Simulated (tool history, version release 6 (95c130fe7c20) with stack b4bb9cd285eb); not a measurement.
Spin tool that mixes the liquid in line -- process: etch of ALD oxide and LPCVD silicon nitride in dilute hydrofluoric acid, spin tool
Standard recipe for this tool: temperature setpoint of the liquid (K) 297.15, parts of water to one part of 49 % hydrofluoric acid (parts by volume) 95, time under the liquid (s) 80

run     day  temperature setpoint of the liquid (K)  parts of water to one part of 49 % hydrofluoric acid (parts by volume)  time under the liquid (s)  wafers since the last listed run  hours since the thermometer was replaced  hours since the hydrofluoric acid flow meter was replaced  hours since the gauge calibration  read-back film thickness of the ALD oxide reference wafer, read on the same gauge (nm)  read-back film thickness of the LPCVD silicon nitride reference wafer, read on the same gauge (nm)  thickness taken off the ALD oxide on a monitor wafer (nm)  thickness taken off the LPCVD silicon nitride on a monitor wafer (nm)
  1   0.000                                  297.15                                                                      95                         95                                 0                                     938.2                                                       23.3                              262.9                                                                                   90.02                                                                                              90.012                                                      26.83                                                                  0.705
      0.321  -- gauge calibrated
  2   0.721                                  297.15                                                                      95                         95                               182                                     955.5                                                       40.6                                9.6                                                                                   90.01                                                                                              90.002                                                      26.78                                                                  0.656
  3   1.146                                  297.15                                                                      95                         80                               107                                     965.7                                                       50.8                               19.8                                                                                   90.02                                                                                              90.014                                                      22.60                                                                  0.528
      1.688  -- hydrofluoric acid flow meter replaced, repeated, since the last time left the tool worse
  4   1.729                                  297.15                                                                      95                         80                               136                                     979.7                                                        1.0                               33.8                                                                                   89.99                                                                                              89.994                                                      19.25                                                                  0.533
  5   2.179                                  297.15                                                                      95                         80                               113                                     990.5                                                       11.8                               44.6                                                                                   89.99                                                                                              90.025                                                      19.11                                                                  0.542
  6   2.850                                  297.15                                                                      95                         80                               169                                    1006.6                                                       27.9                               60.7                                                                                   90.00                                                                                              89.994                                                      19.17                                                                  0.432
  7   3.112                                  297.15                                                                     115                         80                                66                                    1012.9                                                       34.2                               67.0                                                                                   90.01                                                                                              90.014                                                      15.50                                                                  0.403
  8   3.792                                  300.15                                                                      95                         80                               171                                    1029.2                                                       50.5                               83.3                                                                                   90.00                                                                                              89.997                                                      21.54                                                                  0.562
  9   4.271                                  297.15                                                                      95                         45                               121                                    1040.7                                                       62.0                               94.8                                                                                   89.99                                                                                              90.002                                                      10.82                                                                  0.237
 10   4.721                                  298.65                                                                      60                         80                               113                                    1051.5                                                       72.8                              105.6                                                                                   90.02                                                                                              89.986                                                      33.50                                                                  0.872
 11   5.083                                  292.65                                                                      80                         80                                91                                    1060.2                                                       81.5                              114.3                                                                                   90.00                                                                                              90.004                                                      19.41                                                                  0.479
 12   5.429                                  297.15                                                                      95                         80                                87                                    1068.5                                                       89.8                              122.6                                                                                   89.99                                                                                              89.993                                                      19.26                                                                  0.392
      5.821  -- thermometer replaced
 13   5.842                                  301.15                                                                      60                         80                                93                                       0.5                                                       99.7                              132.5                                                                                   90.01                                                                                              90.018                                                      37.30                                                                  1.060
 14   6.104                                  297.15                                                                      95                         80                                66                                       6.8                                                      106.0                              138.8                                                                                   89.99                                                                                              89.989                                                      19.28                                                                  0.562
 15   6.404                                  300.65                                                                     140                         80                                75                                      14.0                                                      113.2                              146.0                                                                                   90.01                                                                                              89.997                                                      14.13                                                                  0.396
 16   6.662                                  297.15                                                                      95                         80                                65                                      20.2                                                      119.4                              152.2                                                                                   89.99                                                                                              89.988                                                      19.12                                                                  0.440
 17   6.938                                  300.65                                                                     140                         45                                69                                      26.8                                                      126.0                              158.8                                                                                   90.00                                                                                              89.995                                                       8.02                                                                  0.258
 18   7.621                                  297.15                                                                      95                         60                               172                                      43.2                                                      142.4                              175.2                                                                                   89.98                                                                                              89.988                                                      14.43                                                                  0.324
 19   7.921                                  295.65                                                                     125                         80                                75                                      50.4                                                      149.6                              182.4                                                                                   90.02                                                                                              90.003                                                      13.26                                                                  0.346
 20   8.417                                  298.65                                                                     130                         45                               125                                      62.3                                                      161.5                              194.3                                                                                   90.00                                                                                              90.001                                                       8.07                                                                  0.236
 21   8.704                                  301.65                                                                      95                        115                                72                                      69.2                                                      168.4                              201.2                                                                                   89.99                                                                                              90.021                                                      33.19                                                                  1.026
 22   9.200                                  297.15                                                                      95                         80                               125                                      81.1                                                      180.3                              213.1                                                                                   90.02                                                                                              90.039                                                      19.40                                                                  0.490
 23   9.608                                  297.15                                                                      95                         80                               103                                      90.9                                                      190.1                              222.9                                                                                   90.00                                                                                              90.015                                                      19.31                                                                  0.509
 24   9.888                                  301.65                                                                      75                        105                                70                                      97.6                                                      196.8                              229.6                                                                                   90.01                                                                                              90.009                                                      39.30                                                                  1.037
 25  10.254                                  300.15                                                                      70                         95                                92                                     106.4                                                      205.6                              238.4                                                                                   90.00                                                                                              89.974                                                      36.59                                                                  1.100

Alternative continuations, all from the tool just after run 25; predict every row:
  A  10.271                                  297.15                                                                      95                        100                                 4                                     106.8                                                      206.0                              238.8                                                                                       ?                                                                                                   ?                                                          ?                                                                      ?
  B  10.271                                  292.65                                                                      65                         55                                 4                                     106.8                                                      206.0                              238.8                                                                                       ?                                                                                                   ?                                                          ?                                                                      ?
  C  10.271                                  301.15                                                                      55                        100                                 4                                     106.8                                                      206.0                              238.8                                                                                       ?                                                                                                   ?                                                          ?                                                                      ?
  D  10.271                                  301.15                                                                      95                        115                                 4                                     106.8                                                      206.0                              238.8                                                                                       ?                                                                                                   ?                                                          ?                                                                      ?
  E  10.271                                  298.65                                                                      95                         50                                 4                                     106.8                                                      206.0                              238.8                                                                                       ?                                                                                                   ?                                                          ?                                                                      ?

run  read-back film thickness of the ALD oxide reference wafer, read on the same gauge (nm)  read-back film thickness of the LPCVD silicon nitride reference wafer, read on the same gauge (nm)  thickness taken off the ALD oxide on a monitor wafer (nm)  thickness taken off the LPCVD silicon nitride on a monitor wafer (nm)
  A                                                                                   90.00                                                                                              89.988                                                      24.19                                                                  0.636
  B                                                                                   90.00                                                                                              89.988                                                      16.75                                                                  0.374
  C                                                                                   90.00                                                                                              89.988                                                      51.65                                                                  1.420
  D                                                                                   90.00                                                                                              89.988                                                      32.52                                                                  0.949
  E                                                                                   90.00                                                                                              89.988                                                      12.83                                                                  0.351
The same runs, with their run-to-run variation unchanged, on a tool lacking any hidden condition would have given:
run  thickness taken off the ALD oxide on a monitor wafer (nm)  thickness taken off the LPCVD silicon nitride on a monitor wafer (nm)
  A                                                      23.91                                                                  0.630
  B                                                      16.57                                                                  0.371
  C                                                      51.07                                                                  1.406
  D                                                      32.14                                                                  0.939
  E                                                      12.68                                                                  0.348

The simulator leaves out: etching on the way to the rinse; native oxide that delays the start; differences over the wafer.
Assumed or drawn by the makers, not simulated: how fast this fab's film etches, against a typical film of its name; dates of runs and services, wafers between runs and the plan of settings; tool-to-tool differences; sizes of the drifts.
